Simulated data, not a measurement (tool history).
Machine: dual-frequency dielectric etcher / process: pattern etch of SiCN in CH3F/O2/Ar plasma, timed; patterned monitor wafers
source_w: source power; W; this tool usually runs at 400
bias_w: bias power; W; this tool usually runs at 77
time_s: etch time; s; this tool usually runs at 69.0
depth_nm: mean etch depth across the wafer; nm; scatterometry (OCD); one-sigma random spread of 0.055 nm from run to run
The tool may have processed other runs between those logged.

run,hour,source_w,bias_w,time_s,wafers since the last listed run,hours since the last wet clean,hours since the last source power generator calibration,hours since the last bias power generator calibration,hours since the last upper electrode change,hours since the gauge calibration,"read-back reference wafer on the same gauge, depth_nm",depth_nm
1,0.0,400,77,69.0,0,52.4,1657.7,2686.8,3649.9,312.8,26.20,27.23
2,31.4,400,77,69.0,249,83.8,1689.1,2718.2,3681.3,344.2,26.21,27.18
3,61.6,400,77,69.0,240,114.0,1719.3,2748.4,3711.5,374.4,26.19,27.17
4,83.4,400,77,80.0,173,135.8,1741.1,2770.2,3733.3,396.2,26.20,31.52
# hour 84.2: gauge calibrated
5,105.2,400,77,69.0,173,157.6,1762.9,2792.0,3755.1,21.0,26.20,27.23
6,118.7,400,77,69.0,107,171.1,1776.4,2805.5,3768.6,34.5,26.20,27.26
7,151.6,400,77,69.0,261,204.0,1809.3,2838.4,3801.5,67.4,26.21,27.09
8,178.3,400,81,69.0,212,230.7,1836.0,2865.1,3828.2,94.1,26.19,27.69
9,212.6,400,81,69.0,272,265.0,1870.3,2899.4,3862.5,128.4,26.19,27.61
10,227.9,400,65,69.0,121,280.3,1885.6,2914.7,3877.8,143.7,26.20,25.22
11,263.1,400,65,69.0,280,315.5,1920.8,2949.9,3913.0,178.9,26.20,25.26
12,293.1,400,65,69.0,238,345.5,1950.8,2979.9,3943.0,208.9,26.21,25.19
13,320.1,400,77,69.0,214,372.5,1977.8,3006.9,3970.0,235.9,26.21,26.98
# hour 366.4: wet clean of the chamber
14,366.9,400,77,69.0,181,0.5,2024.6,3053.7,4016.8,282.7,26.21,27.59
15,367.3,400,77,69.0,3,0.9,2025.0,3054.1,4017.2,283.1,26.21,27.57
16,389.6,450,92,69.0,177,23.2,2047.3,3076.4,4039.5,305.4,26.21,31.74
# hour 421.8: upper electrode replaced
17,422.3,400,77,69.0,69,55.9,2080.0,3109.1,0.5,338.1,26.20,27.51
# hour 443.8: source power generator calibrated
18,444.3,430,84,89.0,143,77.9,0.5,3131.1,22.5,360.1,26.19,37.30
19,461.2,400,77,69.0,134,94.8,17.4,3148.0,39.4,377.0,26.20,26.66
# hour 466.1: bias power generator calibrated
# hour 473.5: gauge calibrated
20,475.9,340,90,80.0,85,109.5,32.1,9.8,54.1,2.4,26.20,29.91
21,496.6,430,59,50.5,164,130.2,52.8,30.5,74.8,23.1,26.20,18.16
22,525.7,310,62,69.0,231,159.3,81.9,59.6,103.9,52.2,26.21,20.58
23,544.1,310,77,50.0,146,177.7,100.3,78.0,122.3,70.6,26.20,16.37
24,572.8,340,69,84.0,228,206.4,129.0,106.7,151.0,99.3,26.20,27.80
25,605.3,430,88,83.0,258,238.9,161.5,139.2,183.5,131.8,26.19,35.12
26,626.8,400,77,76.5,171,260.4,183.0,160.7,205.0,153.3,26.20,29.28
27,661.9,350,63,54.0,279,295.5,218.1,195.8,240.1,188.4,26.21,17.50
28,683.9,400,77,69.0,175,317.5,240.1,217.8,262.1,210.4,26.21,26.35
29,711.5,370,64,49.0,219,345.1,267.7,245.4,289.7,238.0,26.19,16.52
# hour 749.7: wet clean of the chamber
30,750.2,400,77,69.0,116,0.5,306.4,284.1,328.4,276.7,26.21,26.80

4 options for the next run, each taken on its own from the tool as it stands now. Forecast them:
A,750.6,310,77,69.0,3,0.9,306.8,284.5,328.8,277.1,?,?
B,750.6,470,64,69.0,3,0.9,306.8,284.5,328.8,277.1,?,?
C,750.6,340,77,69.0,3,0.9,306.8,284.5,328.8,277.1,?,?
D,750.6,450,63,55.0,3,0.9,306.8,284.5,328.8,277.1,?,?

run,"read-back reference wafer on the same gauge, depth_nm",depth_nm
A,26.20,22.59
B,26.20,27.15
C,26.20,24.08
D,26.20,20.98
Without the tool's hidden state the same runs would have given:
run,depth_nm
A,22.66
B,27.23
C,24.15
D,21.04

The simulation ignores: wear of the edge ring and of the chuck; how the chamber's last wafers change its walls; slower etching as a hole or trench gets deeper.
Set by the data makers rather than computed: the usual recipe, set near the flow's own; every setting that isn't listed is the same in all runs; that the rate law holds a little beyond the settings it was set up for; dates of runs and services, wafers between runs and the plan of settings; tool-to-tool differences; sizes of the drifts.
